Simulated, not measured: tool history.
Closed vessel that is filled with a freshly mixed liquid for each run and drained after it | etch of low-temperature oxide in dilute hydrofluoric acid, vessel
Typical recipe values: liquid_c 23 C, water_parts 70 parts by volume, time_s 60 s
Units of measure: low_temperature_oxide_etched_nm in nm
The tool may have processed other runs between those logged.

| run | hour | liquid_c | water_parts | time_s | read-back film thickness of the low-temperature oxide reference wafer, read on the same gauge (nm) | low_temperature_oxide_etched_nm |
|---|---|---|---|---|---|---|
| 1 | 0 | 23 | 50 | 60 | 50 | 21.62 |
| 2 | 25.3 | 23 | 70 | 60 | 50 | 15.01 |
| 3 | 49 | 23 | 70 | 60 | 50 | 15.03 |
| 4 | 63.7 | 23 | 70 | 60 | 50.04 | 15.03 |
| 5 | 118.4 | 23 | 70 | 60 | 50.01 | 15.13 |
| 6 | 138.2 | 23 | 70 | 60 | 49.98 | 15.1 |
| 7 | 156.7 | 23 | 70 | 60 | 50 | 15.36 |
| 8 | 189.7 | 23 | 45 | 60 | 50 | 24.43 |
| 9 | 218.8 | 23 | 45 | 60 | 50.02 | 24.55 |
| 10 | 231.8 | 19 | 70 | 60 | 49.99 | 12.85 |
| 11 | 267.2 | 23 | 45 | 60 | 49.98 | 24.66 |
| 12 | 294.5 | 21 | 50 | 35 | 50.04 | 11.96 |
| 13 | 308.2 | 23 | 70 | 90 | 50.02 | 23.02 |
| 14 | 341.5 | 23 | 70 | 60 | 49.97 | 15.38 |
| 15 | 360.6 | 19 | 50 | 75 | 50.03 | 23.56 |
| 16 | 374 | 21 | 85 | 60 | 49.99 | 11.6 |
| 17 | 391.1 | 19 | 45 | 35 | 49.98 | 12.33 |
| 18 | 418.6 | 23 | 70 | 60 | 50 | 15.62 |
|  | 457.8 | gauge calibrated |
| 19 | 490.9 | 25 | 50 | 60 | 50.01 | 24.46 |
| 20 | 515.1 | 21.5 | 70 | 30 | 50.01 | 7.42 |
| 21 | 540.9 | 23 | 70 | 80 | 49.99 | 20.97 |
|  | 583.8 | thermometer replaced |
|  | 609.1 | hydrofluoric acid flow meter replaced |
| 22 | 633.1 | 19.5 | 85 | 60 | 50.03 | 10.32 |
| 23 | 660.1 | 23 | 70 | 60 | 49.98 | 14.78 |
| 24 | 685.5 | 23 | 70 | 60 | 50 | 14.92 |
| 25 | 711.7 | 18 | 45 | 35 | 50.01 | 11.3 |
| 26 | 736.2 | 23 | 70 | 60 | 50.02 | 14.87 |
| 27 | 761.6 | 23 | 70 | 60 | 50.05 | 14.96 |
| 28 | 790.6 | 23 | 70 | 60 | 49.99 | 14.92 |
| 29 | 820.2 | 23 | 100 | 50 | 49.98 | 8.38 |
| 30 | 848.2 | 28 | 70 | 60 | 50 | 18.37 |
| 31 | 872.5 | 28 | 90 | 60 | 49.99 | 13.8 |
| 32 | 894.6 | 23 | 70 | 60 | 50.02 | 15.23 |

Forecast each of these 4 alternatives for the next run:
| A | 895.3 | 23 | 70 | 60 | ? | ? |
| B | 895.3 | 23 | 50 | 80 | ? | ? |
| C | 895.3 | 23 | 70 | 75 | ? | ? |
| D | 895.3 | 21.5 | 45 | 90 | ? | ? |

| run | read-back film thickness of the low-temperature oxide reference wafer, read on the same gauge (nm) | low_temperature_oxide_etched_nm |
|---|---|---|
| A | 50 | 15 |
| B | 50 | 28.73 |
| C | 50 | 18.75 |
| D | 50 | 33.95 |
With no hidden state in the tool, these same runs would have given:
| run | low_temperature_oxide_etched_nm |
|---|---|
| A | 14.51 |
| B | 27.78 |
| C | 18.13 |
| D | 32.82 |

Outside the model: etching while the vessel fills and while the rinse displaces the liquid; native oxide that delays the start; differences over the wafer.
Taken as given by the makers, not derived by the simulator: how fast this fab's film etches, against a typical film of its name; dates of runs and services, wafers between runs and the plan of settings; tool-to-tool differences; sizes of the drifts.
